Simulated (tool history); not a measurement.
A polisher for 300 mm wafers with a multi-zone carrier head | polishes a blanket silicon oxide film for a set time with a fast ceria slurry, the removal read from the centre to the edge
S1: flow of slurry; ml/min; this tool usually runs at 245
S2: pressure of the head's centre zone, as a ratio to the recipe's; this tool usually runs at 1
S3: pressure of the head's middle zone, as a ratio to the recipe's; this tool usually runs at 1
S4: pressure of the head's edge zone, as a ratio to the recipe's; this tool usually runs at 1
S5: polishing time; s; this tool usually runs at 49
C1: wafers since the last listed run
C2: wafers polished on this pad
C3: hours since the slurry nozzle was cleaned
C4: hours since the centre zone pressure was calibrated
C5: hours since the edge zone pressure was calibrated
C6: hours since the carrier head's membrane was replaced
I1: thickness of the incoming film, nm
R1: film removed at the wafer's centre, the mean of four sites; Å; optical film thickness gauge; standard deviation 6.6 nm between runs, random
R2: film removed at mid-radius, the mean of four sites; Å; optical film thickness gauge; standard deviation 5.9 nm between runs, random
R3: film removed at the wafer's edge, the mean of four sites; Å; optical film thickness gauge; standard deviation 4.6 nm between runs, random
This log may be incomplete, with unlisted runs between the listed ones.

{"run": 1, "hour": 0.0, "S1": 245, "S2": 0.93, "S3": 1, "S4": 1, "S5": 57, "C1": 0, "C2": 610, "C3": 185.9, "C4": 44.3, "C5": 271.4, "C6": 140, "I1": 2118.9, "R1": 7535, "R2": 8151, "R3": 8121}
{"run": 2, "hour": 22.6, "S1": 245, "S2": 1, "S3": 0.92, "S4": 1, "S5": 49, "C1": 311, "C2": 922, "C3": 208.5, "C4": 66.9, "C5": 294, "C6": 162.6, "I1": 2133.6, "R1": 6843, "R2": 6756, "R3": 6987}
{"run": 3, "hour": 51.9, "S1": 295, "S2": 1, "S3": 1, "S4": 1, "S5": 49, "C1": 404, "C2": 1327, "C3": 237.8, "C4": 96.2, "C5": 323.3, "C6": 191.9, "I1": 2125.9, "R1": 6945, "R2": 7244, "R3": 6932}
{"run": 4, "hour": 66.4, "S1": 245, "S2": 0.95, "S3": 1, "S4": 1.11, "S5": 64, "C1": 200, "C2": 1527, "C3": 252.3, "C4": 110.7, "C5": 337.8, "C6": 206.4, "I1": 2109.5, "R1": 8553, "R2": 9281, "R3": 9633}
{"run": 5, "hour": 88.9, "S1": 195, "S2": 1, "S3": 1, "S4": 0.9, "S5": 36, "C1": 310, "C2": 1837, "C3": 274.8, "C4": 133.2, "C5": 360.3, "C6": 228.9, "I1": 2094, "R1": 4851, "R2": 5210, "R3": 4851}
{"run": 6, "hour": 119.4, "S1": 245, "S2": 1, "S3": 0.94, "S4": 1.07, "S5": 40, "C1": 420, "C2": 2258, "C3": 305.3, "C4": 163.7, "C5": 390.8, "C6": 259.4, "I1": 2119.1, "R1": 5532, "R2": 5583, "R3": 5903}
{"run": 7, "hour": 150.3, "S1": 245, "S2": 1, "S3": 1.08, "S4": 1, "S5": 57, "C1": 426, "C2": 2685, "C3": 336.2, "C4": 194.6, "C5": 421.7, "C6": 290.3, "I1": 2133, "R1": 7936, "R2": 8743, "R3": 8154}
{"hour": 157.8, "done": "edge zone pressure recalibrated"}
{"hour": 172.1, "done": "worn pad replaced by a new one"}
{"run": 8, "hour": 177.9, "S1": 280, "S2": 0.97, "S3": 1.09, "S4": 0.9, "S5": 49, "C1": 298, "C2": 79, "C3": 363.8, "C4": 222.2, "C5": 20.1, "C6": 317.9, "I1": 2094.9, "R1": 6488, "R2": 7573, "R3": 6625}
{"run": 9, "hour": 212.9, "S1": 245, "S2": 1, "S3": 1, "S4": 1, "S5": 49, "C1": 483, "C2": 562, "C3": 398.8, "C4": 257.2, "C5": 55.1, "C6": 352.9, "I1": 2109.6, "R1": 6730, "R2": 7109, "R3": 7028}
{"run": 10, "hour": 236.8, "S1": 165, "S2": 1, "S3": 1, "S4": 1, "S5": 49, "C1": 329, "C2": 892, "C3": 422.7, "C4": 281.1, "C5": 79, "C6": 376.8, "I1": 2109.9, "R1": 6678, "R2": 6938, "R3": 6841}
{"run": 11, "hour": 262.0, "S1": 245, "S2": 0.92, "S3": 1, "S4": 0.97, "S5": 49, "C1": 347, "C2": 1240, "C3": 447.9, "C4": 306.3, "C5": 104.2, "C6": 402, "I1": 2083, "R1": 6104, "R2": 7098, "R3": 6794}
{"run": 12, "hour": 288.0, "S1": 305, "S2": 1, "S3": 1, "S4": 1.09, "S5": 49, "C1": 358, "C2": 1599, "C3": 473.9, "C4": 332.3, "C5": 130.2, "C6": 428, "I1": 2092.2, "R1": 6736, "R2": 7218, "R3": 7295}
{"run": 13, "hour": 312.2, "S1": 245, "S2": 1, "S3": 1, "S4": 1, "S5": 41, "C1": 333, "C2": 1933, "C3": 498.1, "C4": 356.5, "C5": 154.4, "C6": 452.2, "I1": 2103.3, "R1": 5517, "R2": 6024, "R3": 5927}
{"hour": 322.5, "done": "slurry nozzle cleaned"}
{"run": 14, "hour": 326.2, "S1": 245, "S2": 1.05, "S3": 1, "S4": 1, "S5": 49, "C1": 179, "C2": 2112, "C3": 3.7, "C4": 370.5, "C5": 168.4, "C6": 466.2, "I1": 2061, "R1": 7050, "R2": 7164, "R3": 7000}
{"run": 15, "hour": 362.1, "S1": 270, "S2": 1, "S3": 1, "S4": 1, "S5": 49, "C1": 495, "C2": 2607, "C3": 39.6, "C4": 406.4, "C5": 204.3, "C6": 502.1, "I1": 2101.3, "R1": 6800, "R2": 7166, "R3": 6987}
{"hour": 385.6, "done": "worn pad replaced by a new one"}
{"run": 16, "hour": 396.4, "S1": 170, "S2": 1, "S3": 1, "S4": 1.11, "S5": 49, "C1": 418, "C2": 149, "C3": 73.9, "C4": 440.7, "C5": 238.6, "C6": 536.4, "I1": 2070.1, "R1": 6518, "R2": 7014, "R3": 7179}

Estimate the outcome of run 17 from the log above:
{"run": 17, "hour": 409.7, "S1": 245, "S2": 1, "S3": 0.92, "S4": 1, "S5": 39, "C1": 183, "C2": 332, "C3": 87.2, "C4": 454, "C5": 251.9, "C6": 549.7, "I1": 2096.2, "R1": "?", "R2": "?", "R3": "?"}

R1: 5246 Å
R2: 5345 Å
R3: 5546 Å
With the hidden condition absent and the run-to-run variation left alone, this run would have shown R1 5530 Å, R2 5344 Å, R3 5546 Å.
